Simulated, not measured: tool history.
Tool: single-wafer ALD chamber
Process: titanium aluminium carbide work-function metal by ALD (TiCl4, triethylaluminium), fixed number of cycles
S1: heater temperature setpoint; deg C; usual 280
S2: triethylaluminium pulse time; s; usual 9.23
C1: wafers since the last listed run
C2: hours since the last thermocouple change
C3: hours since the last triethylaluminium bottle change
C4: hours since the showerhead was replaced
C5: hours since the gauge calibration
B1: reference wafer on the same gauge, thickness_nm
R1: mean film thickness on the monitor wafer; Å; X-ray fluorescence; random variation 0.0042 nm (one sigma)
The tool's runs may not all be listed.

Run 1, day 0.000: usual settings but S2 10.19 s; C1 0; C2 2257.0; C3 688.8; C4 6810.7; C5 83.6; B1 1.909. Result: R1 15.06 Å.
Run 2, day 0.662: usual settings but S2 10.19 s; C1 233; C2 2272.9; C3 704.7; C4 6826.6; C5 99.5; B1 1.912. Result: R1 15.08 Å.
Run 3, day 0.983: usual settings but S1 284 deg C; C1 113; C2 2280.6; C3 712.4; C4 6834.3; C5 107.2; B1 1.910. Result: R1 14.76 Å.
Run 4, day 1.512: usual settings but S1 284 deg C; C1 186; C2 2293.3; C3 725.1; C4 6847.0; C5 119.9; B1 1.910. Result: R1 14.75 Å.
Run 5, day 2.179: usual settings; C1 235; C2 2309.3; C3 741.1; C4 6863.0; C5 135.9; B1 1.911. Result: R1 14.50 Å.
Run 6, day 2.438: usual settings; C1 91; C2 2315.5; C3 747.3; C4 6869.2; C5 142.1; B1 1.910. Result: R1 14.48 Å.
Run 7, day 2.929: usual settings; C1 173; C2 2327.3; C3 759.1; C4 6881.0; C5 153.9; B1 1.911. Result: R1 14.46 Å.
At day 3.308: gauge calibrated.
At day 3.721: showerhead replaced.
Run 8, day 3.742: usual settings; C1 169; C2 2346.8; C3 778.6; C4 0.5; C5 10.4; B1 1.912. Result: R1 14.41 Å.
Run 9, day 4.046: usual settings but S1 272 deg C; C1 107; C2 2354.1; C3 785.9; C4 7.8; C5 17.7; B1 1.911. Result: R1 14.00 Å.
At day 4.808: thermocouple changed; heater temperature recalibrated.
Run 10, day 4.829: usual settings; C1 158; C2 0.5; C3 804.7; C4 26.6; C5 36.5; B1 1.910. Result: R1 14.37 Å.
Run 11, day 5.067: usual settings but S1 289 deg C; C1 83; C2 6.2; C3 810.4; C4 32.3; C5 42.2; B1 1.908. Result: R1 15.00 Å.
Run 12, day 5.571: usual settings; C1 177; C2 18.3; C3 822.5; C4 44.4; C5 54.3; B1 1.909. Result: R1 14.40 Å.
Run 13, day 5.875: usual settings but S1 291 deg C, S2 10.51 s; C1 107; C2 25.6; C3 829.8; C4 51.7; C5 61.6; B1 1.910. Result: R1 15.92 Å.
At day 6.696: triethylaluminium bottle replaced.
Run 14, day 6.717: usual settings but S2 10.28 s; C1 179; C2 45.8; C3 0.5; C4 71.9; C5 81.8; B1 1.911. Result: R1 16.75 Å.
Run 15, day 7.279: usual settings; C1 198; C2 59.3; C3 14.0; C4 85.4; C5 95.3; B1 1.912. Result: R1 16.39 Å.
Run 16, day 7.762: usual settings but S1 273 deg C, S2 11.01 s; C1 170; C2 70.9; C3 25.6; C4 97.0; C5 106.9; B1 1.910. Result: R1 16.33 Å.
Run 17, day 8.392: usual settings but S1 292 deg C; C1 222; C2 86.0; C3 40.7; C4 112.1; C5 122.0; B1 1.913. Result: R1 17.16 Å.

Forecast each of these 4 alternatives for the next run:
Run A, day 8.408: usual settings but S2 12.07 s; C1 5; C2 86.4; C3 41.1; C4 112.5; C5 122.4; B1 ?. Result: R1 ?.
Run B, day 8.408: usual settings but S1 267 deg C, S2 7.78 s; C1 5; C2 86.4; C3 41.1; C4 112.5; C5 122.4; B1 ?. Result: R1 ?.
Run C, day 8.408: usual settings but S1 268 deg C, S2 10.61 s; C1 5; C2 86.4; C3 41.1; C4 112.5; C5 122.4; B1 ?. Result: R1 ?.
Run D, day 8.408: usual settings but S1 268 deg C, S2 11.59 s; C1 5; C2 86.4; C3 41.1; C4 112.5; C5 122.4; B1 ?. Result: R1 ?.

run     B1     R1
  A  1.910  16.98
  B  1.910  14.78
  C  1.910  15.91
  D  1.910  16.08
Take away the tool's hidden state, keep each run's random variation, and the runs would have read:
run     R1
  A  17.12
  B  15.18
  C  16.10
  D  16.23

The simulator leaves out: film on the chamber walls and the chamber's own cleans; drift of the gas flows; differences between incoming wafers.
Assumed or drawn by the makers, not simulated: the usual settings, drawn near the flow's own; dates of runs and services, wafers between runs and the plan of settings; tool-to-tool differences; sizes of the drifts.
